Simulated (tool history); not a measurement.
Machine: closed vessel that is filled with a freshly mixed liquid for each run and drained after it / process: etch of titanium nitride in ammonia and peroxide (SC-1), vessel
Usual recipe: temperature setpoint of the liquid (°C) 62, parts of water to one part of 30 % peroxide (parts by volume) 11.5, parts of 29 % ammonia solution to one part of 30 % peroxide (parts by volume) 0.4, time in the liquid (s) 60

run,hour,temperature setpoint of the liquid (°C),parts of water to one part of 30 % peroxide (parts by volume),parts of 29 % ammonia solution to one part of 30 % peroxide (parts by volume),time in the liquid (s),wafers since the last listed run,hours since the thermometer was replaced,hours since the ammonia flow meter was replaced,hours since the drum of ammonia solution was connected,hours since the gauge calibration,"read-back film thickness of the titanium nitride reference wafer, read on the same gauge (nm)",thickness taken off the titanium nitride on a monitor wafer (nm)
1,0,66,11.5,0.4,60,0,2158.8,1049.6,858.9,716,99.99,11.75
2,23.6,66,11.5,0.4,60,3410,2182.4,1073.2,882.5,739.6,100.01,11.75
3,35.7,66,11.5,0.4,60,1748,2194.5,1085.3,894.6,751.7,100,11.82
4,48.1,62,11.5,0.4,60,1792,2206.9,1097.7,907,764.1,99.99,9.21
5,74.8,62,17.5,0.4,60,3858,2233.6,1124.4,933.7,790.8,99.99,7.33
6,101.3,62,11.5,0.55,60,3830,2260.1,1150.9,960.2,817.3,100.02,9.68
7,128.4,62,11.5,0.4,60,3916,2287.2,1178,987.3,844.4,100,9.28
8,155.6,58,16.5,0.5,60,3931,2314.4,1205.2,1014.5,871.6,100.04,6.07
9,183.2,59.5,11.5,0.4,75,3989,2342,1232.8,1042.1,899.2,100.01,9.72
# hour 200.1: thermometer replaced
# hour 209.6: new drum of ammonia solution connected
10,218.7,62,11.5,0.4,60,4841,18.6,1268.3,9.1,934.7,100,9.12
11,271.8,52,8.5,0.3,60,7674,71.7,1321.4,62.2,987.8,99.96,5.22
12,296.8,62,11.5,0.4,90,3613,96.7,1346.4,87.2,1012.8,100.02,13.76
13,319.2,62,11.5,0.4,60,3237,119.1,1368.8,109.6,1035.2,100.02,9.07
14,351.9,62,11.5,0.4,60,4726,151.8,1401.5,142.3,1067.9,99.99,9.24
# hour 359.7: gauge calibrated
# hour 393.7: ammonia flow meter replaced
15,453.2,68,17.5,0.4,30,14496,253.1,59.5,243.6,93.5,99.99,5.45
16,479.1,66,11.5,0.4,60,3743,279,85.4,269.5,119.4,99.99,11.9
17,495.6,62,11.5,0.4,60,2384,295.5,101.9,286,135.9,100,9.18
18,525.4,70,11.5,0.4,60,4306,325.3,131.7,315.8,165.7,100.02,15.23
19,539.8,56.5,11.5,0.4,60,2081,339.7,146.1,330.2,180.1,99.97,6.3
20,574.2,62,11.5,0.4,60,4971,374.1,180.5,364.6,214.5,100.02,9.16
21,605.1,70,15,0.5,30,4465,405,211.4,395.5,245.4,100,6.92
22,633.2,62,14,0.4,60,4061,433.1,239.5,423.6,273.5,99.99,8.34
23,665.8,53,11.5,0.4,60,4711,465.7,272.1,456.2,306.1,100.01,5
24,682.9,62,16,0.6,60,2471,482.8,289.2,473.3,323.2,99.98,8.17
25,699.5,62,11.5,0.4,60,2399,499.4,305.8,489.9,339.8,99.99,9.2
26,728.6,52.5,6.5,0.55,50,4205,528.5,334.9,519,368.9,100.02,5.73
27,759.5,62,11.5,0.6,40,4465,559.4,365.8,549.9,399.8,99.98,6.49
28,793,62,11.5,0.5,60,4841,592.9,399.3,583.4,433.3,100,9.57

What was the tool's hidden state at every run in the log?
liquid hotter than its thermometer reads (K): 0, the same for each run
ammonia flow above the setpoint (%): 0, the same for each run
ammonia solution weaker than its label (%): 0, the same for each run
gauge reads high (%): 0, the same for each run

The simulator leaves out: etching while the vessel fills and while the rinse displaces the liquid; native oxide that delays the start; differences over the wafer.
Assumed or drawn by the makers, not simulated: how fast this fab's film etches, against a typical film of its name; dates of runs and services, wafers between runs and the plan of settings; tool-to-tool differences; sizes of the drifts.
